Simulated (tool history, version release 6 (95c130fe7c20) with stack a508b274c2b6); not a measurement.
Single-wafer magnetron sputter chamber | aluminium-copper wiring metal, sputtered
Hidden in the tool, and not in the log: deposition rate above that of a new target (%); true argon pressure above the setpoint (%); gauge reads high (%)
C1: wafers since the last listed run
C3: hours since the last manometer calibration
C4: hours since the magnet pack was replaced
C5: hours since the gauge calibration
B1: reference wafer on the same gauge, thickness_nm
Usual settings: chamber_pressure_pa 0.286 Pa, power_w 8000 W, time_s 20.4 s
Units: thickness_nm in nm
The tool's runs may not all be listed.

{"run": 1, "hour": 0.0, "chamber_pressure_pa": 0.26, "power_w": 8000, "time_s": 20.4, "C1": 0, "wafers on the sputter target": 1335, "C3": 1186.8, "C4": 10856.1, "C5": 164.6, "B1": 258.147, "thickness_nm": 307.571}
{"run": 2, "hour": 9.1, "chamber_pressure_pa": 0.26, "power_w": 8000, "time_s": 20.4, "C1": 286, "wafers on the sputter target": 1622, "C3": 1195.9, "C4": 10865.2, "C5": 173.7, "B1": 258.053, "thickness_nm": 308.624}
{"run": 3, "hour": 23.0, "chamber_pressure_pa": 0.286, "power_w": 8000, "time_s": 17.5, "C1": 437, "wafers on the sputter target": 2060, "C3": 1209.8, "C4": 10879.1, "C5": 187.6, "B1": 257.838, "thickness_nm": 261.066}
{"run": 4, "hour": 36.0, "chamber_pressure_pa": 0.286, "power_w": 8000, "time_s": 20.4, "C1": 409, "wafers on the sputter target": 2469, "C3": 1222.8, "C4": 10892.1, "C5": 200.6, "B1": 257.823, "thickness_nm": 305.183}
{"run": 5, "hour": 46.5, "chamber_pressure_pa": 0.286, "power_w": 8000, "time_s": 20.4, "C1": 330, "wafers on the sputter target": 2800, "C3": 1233.3, "C4": 10902.6, "C5": 211.1, "B1": 257.966, "thickness_nm": 303.888}
{"run": 6, "hour": 61.8, "chamber_pressure_pa": 0.286, "power_w": 8000, "time_s": 20.4, "C1": 482, "wafers on the sputter target": 3282, "C3": 1248.6, "C4": 10917.9, "C5": 226.4, "B1": 257.764, "thickness_nm": 304.172}
{"run": 7, "hour": 78.9, "chamber_pressure_pa": 0.286, "power_w": 8000, "time_s": 20.4, "C1": 538, "wafers on the sputter target": 3821, "C3": 1265.7, "C4": 10935, "C5": 243.5, "B1": 257.892, "thickness_nm": 304.976}
{"run": 8, "hour": 86.6, "chamber_pressure_pa": 0.286, "power_w": 8000, "time_s": 20.4, "C1": 242, "wafers on the sputter target": 4064, "C3": 1273.4, "C4": 10942.7, "C5": 251.2, "B1": 257.952, "thickness_nm": 306.147}
{"run": 9, "hour": 101.8, "chamber_pressure_pa": 0.286, "power_w": 8000, "time_s": 20.4, "C1": 478, "wafers on the sputter target": 4543, "C3": 1288.6, "C4": 10957.9, "C5": 266.4, "B1": 257.954, "thickness_nm": 304.759}
{"run": 10, "hour": 113.6, "chamber_pressure_pa": 0.286, "power_w": 8000, "time_s": 20.4, "C1": 371, "wafers on the sputter target": 4914, "C3": 1300.4, "C4": 10969.7, "C5": 278.2, "B1": 257.929, "thickness_nm": 304.499}
{"run": 11, "hour": 128.7, "chamber_pressure_pa": 0.245, "power_w": 8000, "time_s": 20.4, "C1": 475, "wafers on the sputter target": 5390, "C3": 1315.5, "C4": 10984.8, "C5": 293.3, "B1": 257.91, "thickness_nm": 308.511}
{"hour": 150.7, "done": "magnet pack replaced"}
{"run": 12, "hour": 151.2, "chamber_pressure_pa": 0.245, "power_w": 8000, "time_s": 20.4, "C1": 456, "wafers on the sputter target": 5847, "C3": 1338, "C4": 0.5, "C5": 315.8, "B1": 258.173, "thickness_nm": 309.267}
{"run": 13, "hour": 157.0, "chamber_pressure_pa": 0.286, "power_w": 8000, "time_s": 20.4, "C1": 182, "wafers on the sputter target": 6030, "C3": 1343.8, "C4": 6.3, "C5": 321.6, "B1": 258.19, "thickness_nm": 305.423}
{"run": 14, "hour": 174.7, "chamber_pressure_pa": 0.286, "power_w": 6400, "time_s": 23.3, "C1": 557, "wafers on the sputter target": 6587, "C3": 1361.5, "C4": 24, "C5": 339.3, "B1": 258.025, "thickness_nm": 281.329}
{"hour": 185.3, "done": "sputter target and shields replaced"}
{"run": 15, "hour": 191.7, "chamber_pressure_pa": 0.286, "power_w": 8000, "time_s": 20.4, "C1": 283, "wafers on the sputter target": 202, "C3": 1378.5, "C4": 41, "C5": 356.3, "B1": 258.07, "thickness_nm": 304.745}
{"run": 16, "hour": 205.4, "chamber_pressure_pa": 0.184, "power_w": 8000, "time_s": 20.4, "C1": 431, "wafers on the sputter target": 634, "C3": 1392.2, "C4": 54.7, "C5": 370, "B1": 257.894, "thickness_nm": 315.899}
{"hour": 218.6, "done": "gauge calibrated"}
{"hour": 221.8, "done": "capacitance manometer re-zeroed and calibrated"}
{"run": 17, "hour": 222.3, "chamber_pressure_pa": 0.286, "power_w": 8000, "time_s": 20.4, "C1": 280, "wafers on the sputter target": 914, "C3": 0.5, "C4": 71.6, "C5": 3.7, "B1": 257.891, "thickness_nm": 303.262}
{"run": 18, "hour": 223.5, "chamber_pressure_pa": 0.286, "power_w": 8000, "time_s": 20.4, "C1": 37, "wafers on the sputter target": 952, "C3": 1.7, "C4": 72.8, "C5": 4.9, "B1": 258.016, "thickness_nm": 304.578}
{"run": 19, "hour": 238.7, "chamber_pressure_pa": 0.188, "power_w": 7400, "time_s": 16.8, "C1": 478, "wafers on the sputter target": 1431, "C3": 16.9, "C4": 88, "C5": 20.1, "B1": 257.976, "thickness_nm": 242.277}
{"run": 20, "hour": 255.5, "chamber_pressure_pa": 0.286, "power_w": 7300, "time_s": 20.4, "C1": 529, "wafers on the sputter target": 1960, "C3": 33.7, "C4": 104.8, "C5": 36.9, "B1": 257.995, "thickness_nm": 280.892}
{"run": 21, "hour": 301.5, "chamber_pressure_pa": 0.368, "power_w": 9200, "time_s": 17.9, "C1": 1449, "wafers on the sputter target": 3410, "C3": 79.7, "C4": 150.8, "C5": 82.9, "B1": 257.835, "thickness_nm": 296.527}
{"run": 22, "hour": 308.0, "chamber_pressure_pa": 0.286, "power_w": 9850, "time_s": 20.4, "C1": 204, "wafers on the sputter target": 3614, "C3": 86.2, "C4": 157.3, "C5": 89.4, "B1": 257.98, "thickness_nm": 370.776}
{"run": 23, "hour": 324.2, "chamber_pressure_pa": 0.392, "power_w": 6200, "time_s": 18.4, "C1": 510, "wafers on the sputter target": 4125, "C3": 102.4, "C4": 173.5, "C5": 105.6, "B1": 258.168, "thickness_nm": 208.234}
{"run": 24, "hour": 338.0, "chamber_pressure_pa": 0.286, "power_w": 9050, "time_s": 20.4, "C1": 434, "wafers on the sputter target": 4560, "C3": 116.2, "C4": 187.3, "C5": 119.4, "B1": 257.939, "thickness_nm": 343.822}
{"run": 25, "hour": 351.5, "chamber_pressure_pa": 0.207, "power_w": 7050, "time_s": 18.4, "C1": 425, "wafers on the sputter target": 4985, "C3": 129.7, "C4": 200.8, "C5": 132.9, "B1": 258.001, "thickness_nm": 251.874}

Hidden state at the last listed run before each entry between runs and at the first one after, where it differs:
Between runs 11 and 12: magnet pack replaced (hour 150.7)
  no hidden state differs between the two runs
Between runs 14 and 15: sputter target and shields replaced (hour 185.3)
  no hidden state differs between the two runs
Between runs 16 and 17: gauge calibrated (hour 218.6); capacitance manometer re-zeroed and calibrated (hour 221.8)
  no hidden state differs between the two runs

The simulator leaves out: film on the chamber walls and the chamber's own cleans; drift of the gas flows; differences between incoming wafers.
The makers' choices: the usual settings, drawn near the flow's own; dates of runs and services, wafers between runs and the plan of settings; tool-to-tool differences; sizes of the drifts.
